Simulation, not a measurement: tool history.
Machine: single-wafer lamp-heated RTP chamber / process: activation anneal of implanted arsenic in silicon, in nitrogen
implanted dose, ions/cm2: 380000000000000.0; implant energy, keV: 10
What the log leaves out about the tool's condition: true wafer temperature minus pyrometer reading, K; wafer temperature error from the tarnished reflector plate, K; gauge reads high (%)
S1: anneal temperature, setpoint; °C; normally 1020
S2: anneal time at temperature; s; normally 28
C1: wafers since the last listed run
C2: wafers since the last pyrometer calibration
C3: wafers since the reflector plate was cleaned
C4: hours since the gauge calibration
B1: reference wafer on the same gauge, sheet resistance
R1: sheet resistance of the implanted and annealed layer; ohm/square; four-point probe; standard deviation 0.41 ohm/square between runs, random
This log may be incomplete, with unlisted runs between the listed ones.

{"run": 1, "hour": 0.0, "S1": 1020, "S2": 28, "C1": 0, "C2": 4801, "C3": 3322, "C4": 34.7, "B1": 294.89, "R1": 269.94}
{"run": 2, "hour": 17.2, "S1": 1020, "S2": 28, "C1": 205, "C2": 5006, "C3": 3527, "C4": 51.9, "B1": 295.07, "R1": 270.35}
{"run": 3, "hour": 26.6, "S1": 1020, "S2": 28, "C1": 112, "C2": 5118, "C3": 3639, "C4": 61.3, "B1": 295.03, "R1": 269.48}
{"run": 4, "hour": 34.5, "S1": 1027, "S2": 28, "C1": 94, "C2": 5213, "C3": 3734, "C4": 69.2, "B1": 295.01, "R1": 267.15}
{"run": 5, "hour": 42.8, "S1": 1027, "S2": 28, "C1": 98, "C2": 5311, "C3": 3833, "C4": 77.5, "B1": 294.94, "R1": 267.74}
{"run": 6, "hour": 49.6, "S1": 1027, "S2": 28, "C1": 81, "C2": 5393, "C3": 3914, "C4": 84.3, "B1": 295.03, "R1": 267.19}
{"run": 7, "hour": 64.3, "S1": 1020, "S2": 37, "C1": 175, "C2": 5568, "C3": 4089, "C4": 99.0, "B1": 295.06, "R1": 266.38}
{"run": 8, "hour": 73.4, "S1": 1020, "S2": 37, "C1": 108, "C2": 5676, "C3": 4198, "C4": 108.1, "B1": 295.09, "R1": 265.59}
{"run": 9, "hour": 86.3, "S1": 1020, "S2": 19, "C1": 153, "C2": 5830, "C3": 4351, "C4": 121.0, "B1": 295.04, "R1": 274.98}
{"run": 10, "hour": 102.5, "S1": 1020, "S2": 28, "C1": 193, "C2": 6024, "C3": 4545, "C4": 137.2, "B1": 295.04, "R1": 270.18}
{"hour": 116.9, "done": "pyrometer window cleaned and pyrometer calibrated"}
{"run": 11, "hour": 117.4, "S1": 1020, "S2": 28, "C1": 82, "C2": 5, "C3": 4627, "C4": 152.1, "B1": 295.02, "R1": 273.93}
{"run": 12, "hour": 127.3, "S1": 1039, "S2": 13, "C1": 118, "C2": 123, "C3": 4745, "C4": 162.0, "B1": 294.97, "R1": 277.59}
{"hour": 139.7, "done": "gauge calibrated"}
{"run": 13, "hour": 142.1, "S1": 1020, "S2": 44, "C1": 176, "C2": 300, "C3": 4922, "C4": 2.4, "B1": 295.07, "R1": 267.03}
{"hour": 151.0, "done": "reflector plate cleaned"}
{"run": 14, "hour": 154.8, "S1": 1020, "S2": 28, "C1": 56, "C2": 356, "C3": 44, "C4": 15.1, "B1": 295.08, "R1": 273.14}
{"run": 15, "hour": 162.9, "S1": 1020, "S2": 24, "C1": 96, "C2": 453, "C3": 141, "C4": 23.2, "B1": 295.01, "R1": 275.25}
{"run": 16, "hour": 169.9, "S1": 1020, "S2": 17, "C1": 83, "C2": 536, "C3": 225, "C4": 30.2, "B1": 294.97, "R1": 279.33}
{"run": 17, "hour": 182.8, "S1": 1020, "S2": 28, "C1": 153, "C2": 690, "C3": 378, "C4": 43.1, "B1": 295.02, "R1": 272.88}
{"run": 18, "hour": 196.1, "S1": 1002, "S2": 35, "C1": 158, "C2": 849, "C3": 537, "C4": 56.4, "B1": 294.98, "R1": 274.4}
{"run": 19, "hour": 202.4, "S1": 1032, "S2": 21, "C1": 75, "C2": 924, "C3": 612, "C4": 62.7, "B1": 294.95, "R1": 272.87}
{"run": 20, "hour": 211.1, "S1": 1020, "S2": 28, "C1": 103, "C2": 1028, "C3": 716, "C4": 71.4, "B1": 295.01, "R1": 272.18}
{"run": 21, "hour": 217.4, "S1": 1003, "S2": 18, "C1": 75, "C2": 1103, "C3": 791, "C4": 77.7, "B1": 295.03, "R1": 281.46}
{"run": 22, "hour": 229.7, "S1": 1029, "S2": 16, "C1": 146, "C2": 1249, "C3": 938, "C4": 90.0, "B1": 295.02, "R1": 276.88}

A few steps of R1 between consecutive runs. Split each: what settings, incoming material and random variation would produce without the hidden state, and what is left over for the hidden state, along with gauge scatter present in only one of the two compared results (measured, and without hidden state):
Run 8 -> 9: S2 37 -> 19. R1 +9.39 ohm/square: hidden state +0.87, all else +8.52.
Run 10 -> 11: pyrometer window cleaned and pyrometer calibrated. R1 +3.75 ohm/square: hidden state +4.04, all else -0.29.
Run 12 -> 13: S1 1039 -> 1020, S2 13 -> 44, gauge calibrated. R1 -10.56 ohm/square: hidden state -0.43, all else -10.13.

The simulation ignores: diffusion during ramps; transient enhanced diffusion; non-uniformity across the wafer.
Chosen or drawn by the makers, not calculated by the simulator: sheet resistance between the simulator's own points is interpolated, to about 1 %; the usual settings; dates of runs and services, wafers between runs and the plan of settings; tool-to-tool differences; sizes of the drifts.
